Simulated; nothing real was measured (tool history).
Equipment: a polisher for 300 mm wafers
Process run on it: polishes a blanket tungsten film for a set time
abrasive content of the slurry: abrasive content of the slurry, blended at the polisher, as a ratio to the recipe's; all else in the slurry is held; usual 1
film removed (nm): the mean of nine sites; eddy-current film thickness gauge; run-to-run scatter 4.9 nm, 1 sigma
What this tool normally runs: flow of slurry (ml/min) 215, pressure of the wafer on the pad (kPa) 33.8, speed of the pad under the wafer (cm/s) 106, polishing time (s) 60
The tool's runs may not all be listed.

run,hour,flow of slurry (ml/min),pressure of the wafer on the pad (kPa),speed of the pad under the wafer (cm/s),abrasive content of the slurry,polishing time (s),wafers since the last listed run,wafers polished on this pad,hours since the slurry nozzle was cleaned,hours since the head pressure was calibrated,hours since the slurry blender was calibrated,hours since the slurry got fresh peroxide,"incoming thickness of the incoming film, nm",film removed (nm)
1,0,215,33.8,106,1,60,0,222,879.2,1082,77.9,113.8,1101.9,445.5
# hour 5.2: slurry tank refilled with fresh slurry and peroxide
2,17.5,215,33.8,106,1.1,50,112,334,896.7,1099.5,95.4,12.3,1095.9,377.7
3,23.9,215,33.8,106,1.1,50,43,378,903.1,1105.9,101.8,18.7,1111.4,383.5
4,30.6,215,33.8,106,1.1,50,45,423,909.8,1112.6,108.5,25.4,1112.8,379.1
5,38.8,215,33.8,90,1,60,55,479,918,1120.8,116.7,33.6,1100.9,401.1
6,45.2,215,33.8,90,1,60,43,523,924.4,1127.2,123.1,40,1108.2,399.6
7,59.6,215,33.8,90,1,60,97,621,938.8,1141.6,137.5,54.4,1102.1,403.4
8,65.8,215,33.8,136,1,60,42,663,945,1147.8,143.7,60.6,1099.8,527.9
9,78.6,140,41.4,106,1,60,87,750,957.8,1160.6,156.5,73.4,1094.6,515.5
# hour 81.4: slurry blender recalibrated
10,86.6,215,39.3,86,1,54,40,791,965.8,1168.6,5.2,81.4,1090.5,405.8
# hour 94: slurry nozzle cleaned
11,94.4,215,33.8,106,1,60,46,837,0.4,1176.4,13,89.2,1111.9,447.6
# hour 96.4: slurry tank refilled with fresh slurry and peroxide
# hour 99.2: head pressure recalibrated
12,105.7,215,33.8,106,1,60,56,893,11.7,6.5,24.3,9.3,1091.9,448.6
13,114.4,215,33.8,106,0.8,60,59,953,20.4,15.2,33,18,1075.8,416.2
# hour 129.7: worn pad replaced by a new one
14,141.5,290,33.8,106,1,60,157,80,47.5,42.3,60.1,45.1,1105,450.8
15,154.8,275,33.8,80,1,60,90,170,60.8,55.6,73.4,58.4,1082.5,374.3
16,163.1,215,33.8,106,1,60,56,227,69.1,63.9,81.7,66.7,1100.8,447.5
17,170.3,285,33.8,126,1,74,48,276,76.3,71.1,88.9,73.9,1092.8,645.5

Branching from run 17: 4 alternative next runs. What would each branch give?
A,170.7,215,33.8,86,1,60,2,279,76.7,71.5,89.3,74.3,1095.9,?
B,170.7,215,33.8,106,1,79,2,279,76.7,71.5,89.3,74.3,1095.9,?
C,170.7,215,33.8,106,1.1,78,2,279,76.7,71.5,89.3,74.3,1095.9,?
D,170.7,145,38.6,106,1,60,2,279,76.7,71.5,89.3,74.3,1095.9,?

run,film removed (nm)
A,388.8
B,589.2
C,593.6
D,480.4
Stripped of hidden state, with their random variation kept, the same runs would have yielded:
run,film removed (nm)
A,388.8
B,589.2
C,593.6
D,480.4

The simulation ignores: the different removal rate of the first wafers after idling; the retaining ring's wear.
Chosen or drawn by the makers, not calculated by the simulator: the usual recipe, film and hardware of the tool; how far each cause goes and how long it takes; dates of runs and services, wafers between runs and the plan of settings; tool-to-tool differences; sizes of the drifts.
